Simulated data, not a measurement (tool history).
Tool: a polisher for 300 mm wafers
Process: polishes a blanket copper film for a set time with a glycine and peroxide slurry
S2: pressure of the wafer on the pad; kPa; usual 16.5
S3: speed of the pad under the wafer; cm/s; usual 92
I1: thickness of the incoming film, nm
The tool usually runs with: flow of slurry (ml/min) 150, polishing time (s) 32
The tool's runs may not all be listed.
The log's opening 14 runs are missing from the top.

-- hour=745.0 slurry nozzle cleaned
run 15 hour=792.9 | flow_of_slurry_(ml/min)=150 S2=16.5 S3=92 polishing_time_(s)=32 | I1=1613.5 | film_removed_(angstrom)=1261
-- hour=800.4 worn pad replaced by a new one
run 16 hour=832.8 | flow_of_slurry_(ml/min)=150 S2=19.3 S3=118 polishing_time_(s)=32 | I1=1585.1 | film_removed_(angstrom)=1731
run 17 hour=866.8 | flow_of_slurry_(ml/min)=150 S2=16.5 S3=78 polishing_time_(s)=32 | I1=1596.4 | film_removed_(angstrom)=1103
run 18 hour=896.8 | flow_of_slurry_(ml/min)=150 S2=16.5 S3=92 polishing_time_(s)=32 | I1=1572.7 | film_removed_(angstrom)=1272
run 19 hour=944.2 | flow_of_slurry_(ml/min)=150 S2=16.5 S3=92 polishing_time_(s)=35 | I1=1597.9 | film_removed_(angstrom)=1363
run 20 hour=987.1 | flow_of_slurry_(ml/min)=120 S2=16.5 S3=92 polishing_time_(s)=36 | I1=1582.6 | film_removed_(angstrom)=1388
run 21 hour=1049.6 | flow_of_slurry_(ml/min)=150 S2=16.5 S3=92 polishing_time_(s)=39 | I1=1582.0 | film_removed_(angstrom)=1535
run 22 hour=1112.6 | flow_of_slurry_(ml/min)=115 S2=13.1 S3=78 polishing_time_(s)=38 | I1=1593.8 | film_removed_(angstrom)=1076
run 23 hour=1180.8 | flow_of_slurry_(ml/min)=190 S2=16.5 S3=92 polishing_time_(s)=24 | I1=1585.4 | film_removed_(angstrom)=974
run 24 hour=1221.3 | flow_of_slurry_(ml/min)=150 S2=16.5 S3=92 polishing_time_(s)=32 | I1=1572.8 | film_removed_(angstrom)=1258
-- hour=1223.4 head pressure recalibrated
-- hour=1244.1 worn pad replaced by a new one
-- hour=1283.2 slurry nozzle cleaned
run 25 hour=1290.5 | flow_of_slurry_(ml/min)=150 S2=16.5 S3=92 polishing_time_(s)=32 | I1=1602.4 | film_removed_(angstrom)=1250

Run 26, settings as shown, results not yet in. Your forecast:
run 26 hour=1322.6 | flow_of_slurry_(ml/min)=185 S2=20.7 S3=92 polishing_time_(s)=32 | I1=1596.2 | film_removed_(angstrom)=?

film removed (angstrom): 1556
Minus the tool's unlogged condition, the same run would have read film removed (angstrom) 1556.
